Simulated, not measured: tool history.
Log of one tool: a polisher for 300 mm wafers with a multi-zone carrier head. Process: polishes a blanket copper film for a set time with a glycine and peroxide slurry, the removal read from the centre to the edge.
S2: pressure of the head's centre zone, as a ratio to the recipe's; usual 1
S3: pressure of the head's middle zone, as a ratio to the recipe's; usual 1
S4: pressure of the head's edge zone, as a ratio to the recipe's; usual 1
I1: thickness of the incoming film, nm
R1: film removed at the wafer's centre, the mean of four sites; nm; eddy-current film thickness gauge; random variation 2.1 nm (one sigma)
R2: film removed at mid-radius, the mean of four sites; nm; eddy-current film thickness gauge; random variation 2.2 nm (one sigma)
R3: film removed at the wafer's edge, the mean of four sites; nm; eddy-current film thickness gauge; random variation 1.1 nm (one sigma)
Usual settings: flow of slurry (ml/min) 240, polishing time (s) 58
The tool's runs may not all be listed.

run 1 hour=0 | flow_of_slurry_(ml/min)=315 S2=1.11 S3=1 S4=0.93 polishing_time_(s)=53 | I1=2158.5 | R1=172.7 R2=158.8 R3=151.6
run 2 hour=34.7 | flow_of_slurry_(ml/min)=240 S2=1 S3=1 S4=0.88 polishing_time_(s)=58 | I1=2108.6 | R1=163.4 R2=169.1 R3=156.1
run 3 hour=171.3 | flow_of_slurry_(ml/min)=315 S2=0.97 S3=1.04 S4=1 polishing_time_(s)=58 | I1=2159 | R1=160.3 R2=170 R3=164
-- hour=185.8 slurry nozzle cleaned
run 4 hour=205.6 | flow_of_slurry_(ml/min)=240 S2=1 S3=1 S4=1 polishing_time_(s)=58 | I1=2134.1 | R1=158.3 R2=158.9 R3=160.8
run 5 hour=265.1 | flow_of_slurry_(ml/min)=240 S2=1 S3=1 S4=1 polishing_time_(s)=58 | I1=2125.4 | R1=153.8 R2=161.3 R3=157.4
run 6 hour=299 | flow_of_slurry_(ml/min)=240 S2=1 S3=1 S4=1 polishing_time_(s)=42 | I1=2182.7 | R1=114.4 R2=114.2 R3=115
run 7 hour=331.9 | flow_of_slurry_(ml/min)=295 S2=0.9 S3=1.03 S4=1 polishing_time_(s)=73 | I1=2163.9 | R1=183.7 R2=211.7 R3=202
run 8 hour=358.7 | flow_of_slurry_(ml/min)=240 S2=1.11 S3=0.89 S4=1.06 polishing_time_(s)=69 | I1=2169.1 | R1=205.6 R2=172.8 R3=191.1
-- hour=381.2 worn pad replaced by a new one
-- hour=400.1 centre zone pressure recalibrated
run 9 hour=427.2 | flow_of_slurry_(ml/min)=240 S2=1 S3=1 S4=1 polishing_time_(s)=58 | I1=2110.6 | R1=172.6 R2=175.6 R3=173.1
-- hour=431.2 edge zone pressure recalibrated
run 10 hour=467.2 | flow_of_slurry_(ml/min)=240 S2=0.93 S3=0.93 S4=1 polishing_time_(s)=40 | I1=2172.7 | R1=106.4 R2=108 R3=117.1
run 11 hour=510.3 | flow_of_slurry_(ml/min)=240 S2=1.11 S3=1 S4=0.95 polishing_time_(s)=68 | I1=2171.5 | R1=216.1 R2=196.1 R3=188.5
-- hour=543.8 carrier head's membrane replaced by a new one
run 12 hour=580.6 | flow_of_slurry_(ml/min)=240 S2=1 S3=1 S4=1 polishing_time_(s)=58 | I1=2118.6 | R1=161.6 R2=161.9 R3=161.4
run 13 hour=641.6 | flow_of_slurry_(ml/min)=240 S2=1 S3=1 S4=1 polishing_time_(s)=58 | I1=2174.4 | R1=155.2 R2=162.2 R3=160.3
run 14 hour=666.2 | flow_of_slurry_(ml/min)=240 S2=0.89 S3=1 S4=1.05 polishing_time_(s)=52 | I1=2121 | R1=124.4 R2=142.1 R3=146
run 15 hour=705 | flow_of_slurry_(ml/min)=240 S2=1 S3=1 S4=1 polishing_time_(s)=58 | I1=2153.4 | R1=161.1 R2=160.5 R3=157.9
-- hour=723.8 slurry nozzle cleaned
run 16 hour=757.6 | flow_of_slurry_(ml/min)=190 S2=1 S3=1.12 S4=1 polishing_time_(s)=76 | I1=2161.9 | R1=198.3 R2=218.6 R3=200.6
run 17 hour=787.1 | flow_of_slurry_(ml/min)=240 S2=1 S3=1 S4=1 polishing_time_(s)=58 | I1=2123.8 | R1=158.6 R2=159.5 R3=156.8
-- hour=855.8 worn pad replaced by a new one
run 18 hour=950.6 | flow_of_slurry_(ml/min)=240 S2=1 S3=1 S4=1 polishing_time_(s)=58 | I1=2101.9 | R1=171.9 R2=167.4 R3=167.4
run 19 hour=990.9 | flow_of_slurry_(ml/min)=240 S2=1 S3=1 S4=1 polishing_time_(s)=58 | I1=2141.1 | R1=166.3 R2=172.2 R3=165.6
-- hour=1008.7 centre zone pressure recalibrated
run 20 hour=1017.8 | flow_of_slurry_(ml/min)=175 S2=0.95 S3=1 S4=1.08 polishing_time_(s)=49 | I1=2105.6 | R1=126.2 R2=132.7 R3=139
run 21 hour=1084.6 | flow_of_slurry_(ml/min)=240 S2=1.08 S3=1 S4=1 polishing_time_(s)=58 | I1=2140.7 | R1=173.9 R2=165.4 R3=162.3
run 22 hour=1148.6 | flow_of_slurry_(ml/min)=190 S2=1.04 S3=1.08 S4=0.92 polishing_time_(s)=58 | I1=2155 | R1=163.2 R2=167.3 R3=151
-- hour=1178.2 edge zone pressure recalibrated
run 23 hour=1209.2 | flow_of_slurry_(ml/min)=260 S2=1 S3=0.88 S4=1 polishing_time_(s)=50 | I1=2136.3 | R1=137.5 R2=125.4 R3=138.9

Some steps in R1 between neighbouring runs. How much of each would the tool show without its hidden state too (settings, what came in, random variation), and how much is left for the hidden state, with any gauge scatter that isn't in both results?
The hidden state here: removal rate lost through wear of the pad, %; slurry flow missing at the pad, %; deviation of the centre zone's pressure from its setpoint, %; deviation of the edge zone's pressure from its setpoint, %.
Run 6 -> 7: flow of slurry (ml/min) 240 -> 295, S2 1 -> 0.9, S3 1 -> 1.03, polishing time (s) 42 -> 73. R1 +69.3 nm: hidden state -10.3, all else +79.6.
Run 8 -> 9: S2 1.11 -> 1, S3 0.89 -> 1, S4 1.06 -> 1, polishing time (s) 69 -> 58, worn pad replaced by a new one, centre zone pressure recalibrated. R1 -33 nm: hidden state +22.8, all else -55.8.
Run 10 -> 11: S2 0.93 -> 1.11, S3 0.93 -> 1, S4 1 -> 0.95, polishing time (s) 40 -> 68. R1 +109.7 nm: hidden state -11.1, all else +120.8.
Run 17 -> 18: worn pad replaced by a new one. R1 +13.3 nm: hidden state +12.6, all else +0.7.
